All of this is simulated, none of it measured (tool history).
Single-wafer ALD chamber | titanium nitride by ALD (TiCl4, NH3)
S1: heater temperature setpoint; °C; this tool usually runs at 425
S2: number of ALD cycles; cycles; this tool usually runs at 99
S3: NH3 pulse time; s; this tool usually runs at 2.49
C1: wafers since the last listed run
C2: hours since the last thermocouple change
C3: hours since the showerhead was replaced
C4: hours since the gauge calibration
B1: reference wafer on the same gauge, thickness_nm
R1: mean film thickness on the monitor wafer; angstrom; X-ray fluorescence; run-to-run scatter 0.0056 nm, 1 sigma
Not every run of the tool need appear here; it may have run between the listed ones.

| run | hour | S1 | S2 | S3 | C1 | C2 | C3 | C4 | B1 | R1 |
|---|---|---|---|---|---|---|---|---|---|---|
| 1 | 0.0 | 425 | 99 | 2.49 | 0 | 1361.3 | 2157.5 | 1242.7 | 1.991 | 22.64 |
| 2 | 74.8 | 432 | 99 | 2.49 | 233 | 1436.1 | 2232.3 | 1317.5 | 1.998 | 22.64 |
| 3 | 139.0 | 432 | 99 | 2.49 | 200 | 1500.3 | 2296.5 | 1381.7 | 1.994 | 22.71 |
| 4 | 231.5 | 425 | 99 | 2.49 | 288 | 1592.8 | 2389.0 | 1474.2 | 1.996 | 22.69 |
| 5 | 282.9 | 425 | 99 | 2.49 | 160 | 1644.2 | 2440.4 | 1525.6 | 1.994 | 22.73 |
| 6 | 389.1 | 425 | 99 | 2.49 | 331 | 1750.4 | 2546.6 | 1631.8 | 1.993 | 22.65 |
|  | 410.7 | gauge calibrated |
| 7 | 488.7 | 435 | 99 | 2.49 | 311 | 1850.0 | 2646.2 | 78.0 | 1.961 | 22.30 |
| 8 | 582.1 | 425 | 99 | 2.49 | 291 | 1943.4 | 2739.6 | 171.4 | 1.965 | 22.33 |
| 9 | 640.7 | 425 | 99 | 2.49 | 183 | 2002.0 | 2798.2 | 230.0 | 1.968 | 22.46 |
| 10 | 740.9 | 425 | 99 | 2.49 | 312 | 2102.2 | 2898.4 | 330.2 | 1.973 | 22.45 |
| 11 | 792.6 | 425 | 99 | 2.49 | 161 | 2153.9 | 2950.1 | 381.9 | 1.974 | 22.45 |
| 12 | 879.6 | 425 | 99 | 2.49 | 271 | 2240.9 | 3037.1 | 468.9 | 1.975 | 22.50 |
| 13 | 983.4 | 425 | 99 | 2.49 | 324 | 2344.7 | 3140.9 | 572.7 | 1.981 | 22.42 |
| 14 | 1040.3 | 425 | 99 | 2.49 | 177 | 2401.6 | 3197.8 | 629.6 | 1.980 | 22.61 |
| 15 | 1135.7 | 425 | 90 | 2.49 | 298 | 2497.0 | 3293.2 | 725.0 | 1.981 | 20.49 |
|  | 1185.1 | thermocouple changed; heater temperature recalibrated |
| 16 | 1194.9 | 425 | 90 | 2.49 | 159 | 9.8 | 3352.4 | 784.2 | 1.981 | 20.53 |
| 17 | 1276.4 | 425 | 90 | 2.49 | 254 | 91.3 | 3433.9 | 865.7 | 1.982 | 20.65 |
| 18 | 1322.2 | 425 | 93 | 2.49 | 143 | 137.1 | 3479.7 | 911.5 | 1.982 | 21.27 |
| 19 | 1373.0 | 416 | 84 | 1.76 | 158 | 187.9 | 3530.5 | 962.3 | 1.984 | 18.99 |
| 20 | 1418.9 | 438 | 119 | 3.12 | 143 | 233.8 | 3576.4 | 1008.2 | 1.984 | 27.27 |
| 21 | 1513.0 | 425 | 99 | 2.49 | 293 | 327.9 | 3670.5 | 1102.3 | 1.987 | 22.63 |
| 22 | 1600.0 | 425 | 99 | 2.49 | 271 | 414.9 | 3757.5 | 1189.3 | 1.987 | 22.57 |
| 23 | 1687.7 | 425 | 99 | 2.49 | 273 | 502.6 | 3845.2 | 1277.0 | 1.986 | 22.66 |
| 24 | 1778.3 | 412 | 110 | 1.92 | 283 | 593.2 | 3935.8 | 1367.6 | 1.985 | 24.84 |
|  | 1865.5 | gauge calibrated |
| 25 | 1871.6 | 421 | 83 | 2.49 | 291 | 686.5 | 4029.1 | 6.1 | 1.962 | 18.71 |
|  | 1965.2 | showerhead replaced |
| 26 | 1965.7 | 425 | 99 | 2.49 | 268 | 780.6 | 0.5 | 100.2 | 1.968 | 22.42 |
| 27 | 2016.5 | 425 | 99 | 2.49 | 158 | 831.4 | 51.3 | 151.0 | 1.970 | 22.42 |
| 28 | 2116.8 | 440 | 99 | 1.51 | 313 | 931.7 | 151.6 | 251.3 | 1.975 | 22.27 |
| 29 | 2176.9 | 440 | 105 | 2.49 | 187 | 991.8 | 211.7 | 311.4 | 1.978 | 23.82 |
| 30 | 2255.0 | 413 | 84 | 2.06 | 243 | 1069.9 | 289.8 | 389.5 | 1.982 | 18.96 |
| 31 | 2327.0 | 425 | 99 | 1.98 | 224 | 1141.9 | 361.8 | 461.5 | 1.981 | 22.46 |
| 32 | 2431.2 | 425 | 99 | 2.49 | 325 | 1246.1 | 466.0 | 565.7 | 1.985 | 22.64 |
| 33 | 2501.2 | 432 | 112 | 2.49 | 218 | 1316.1 | 536.0 | 635.7 | 1.988 | 25.51 |
| 34 | 2591.7 | 425 | 80 | 2.49 | 282 | 1406.6 | 626.5 | 726.2 | 1.987 | 18.33 |
| 35 | 2653.0 | 425 | 99 | 2.49 | 191 | 1467.9 | 687.8 | 787.5 | 1.989 | 22.53 |
| 36 | 2689.1 | 418 | 85 | 1.87 | 112 | 1504.0 | 723.9 | 823.6 | 1.988 | 19.24 |

Give the tool's hidden conditions for every run:
wafer temperature above the value expected at the setpoint (K): 0 in every run
H1: gauge reads high (%)
| run | H1 |
|---|---|
| 1 | 1.75 |
| 2 | 1.76 |
| 3 | 1.78 |
| 4 | 1.79 |
| 5 | 1.8 |
| 6 | 1.82 |
| 7 | 0.0229 |
| 8 | 0.274 |
| 9 | 0.408 |
| 10 | 0.603 |
| 11 | 0.689 |
| 12 | 0.814 |
| 13 | 0.936 |
| 14 | 0.992 |
| 15 | 1.07 |
| 16 | 1.12 |
| 17 | 1.17 |
| 18 | 1.19 |
| 19 | 1.22 |
| 20 | 1.24 |
| 21 | 1.27 |
| 22 | 1.3 |
| 23 | 1.32 |
| 24 | 1.34 |
| 25 | 0.109 |
| 26 | 0.402 |
| 27 | 0.538 |
| 28 | 0.768 |
| 29 | 0.885 |
| 30 | 1.02 |
| 31 | 1.12 |
| 32 | 1.24 |
| 33 | 1.31 |
| 34 | 1.39 |
| 35 | 1.43 |
| 36 | 1.46 |
